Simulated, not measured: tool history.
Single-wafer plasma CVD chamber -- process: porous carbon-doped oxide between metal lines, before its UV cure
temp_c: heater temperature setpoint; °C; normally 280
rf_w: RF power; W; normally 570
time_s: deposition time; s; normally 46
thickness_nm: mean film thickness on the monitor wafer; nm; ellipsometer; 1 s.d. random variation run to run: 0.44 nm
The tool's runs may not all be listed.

run	day	temp_c	rf_w	time_s	read-back reference wafer on the same gauge, thickness_nm	thickness_nm
1	0	280	570	46	299.115	278.631
2	0.379	280	570	50.1	299.101	302.27
3	0.746	280	570	46	299.063	278.293
4	1.129	280	570	46	299.073	278.56
5	2.171	280	570	46	298.799	278.209
6	2.792	280	570	46	299.063	277.585
7	3.175	280	570	46	299.162	277.784
8	3.654	280	570	46	298.99	277.605
9	4.15	280	600	46	298.954	283.127
10	4.475	280	600	46	298.909	282.404
# day 5.254: showerhead replaced
# day 5.504: thermocouple changed; heater temperature recalibrated
11	5.658	280	600	46	299.066	290.868
# day 6.304: RF generator calibrated
12	6.325	280	570	46	298.864	293.935
13	6.338	280	570	46	299.013	293.588
14	6.817	280	570	46	298.911	294.171
15	7.425	280	570	46	299.065	293.433
16	8	280	680	39.8	298.77	272.429
17	8.5	288	455	50.2	298.961	282.994
# day 8.9: gauge calibrated
18	9.225	280	525	46	299.005	285.592
19	9.696	280	510	46	299.085	281.526
20	10.104	266	515	43.3	298.886	289.615
21	10.454	275	570	52	298.728	340.562
22	11.838	271	620	41.3	298.901	287.347
23	13.792	280	535	46	299.132	286.02
24	14.417	280	570	46	298.83	293.141
25	14.925	266	570	46	299.082	318.055
26	15.575	280	570	46	299.023	293.755
27	16.262	275	485	51.4	298.832	317.123
28	16.654	272	570	46	298.794	306.1
29	17.317	280	645	46	299.053	306.663
30	17.738	285	500	53.6	299.005	316.045
31	17.996	290	570	50.5	299.034	303.691
32	18.667	280	570	46	299.018	292.442
33	18.921	280	570	46	299.099	292.439
34	20.662	280	485	46	299.172	275.328
35	20.933	276	570	46	298.893	299.55

Hidden state, per run?
gauge reads high (%): 0 on each run
H1: wafer temperature above the value expected at the setpoint (K)
H2: delivered RF power above the setpoint (%)
run	H1	H2
1	4.55	-7.68
2	4.58	-7.71
3	4.62	-7.74
4	4.65	-7.77
5	4.76	-7.86
6	4.82	-7.91
7	4.85	-7.95
8	4.9	-7.99
9	4.95	-8.03
10	4.98	-8.06
11	-0.219	-8.16
12	-0.219	-0.299
13	-0.219	-0.3
14	-0.218	-0.341
15	-0.217	-0.392
16	-0.216	-0.441
17	-0.215	-0.483
18	-0.213	-0.544
19	-0.211	-0.584
20	-0.209	-0.619
21	-0.208	-0.649
22	-0.201	-0.766
23	-0.187	-0.931
24	-0.182	-0.984
25	-0.178	-1.03
26	-0.172	-1.08
27	-0.166	-1.14
28	-0.162	-1.17
29	-0.155	-1.23
30	-0.15	-1.27
31	-0.147	-1.29
32	-0.139	-1.34
33	-0.136	-1.37
34	-0.113	-1.51
35	-0.11	-1.54
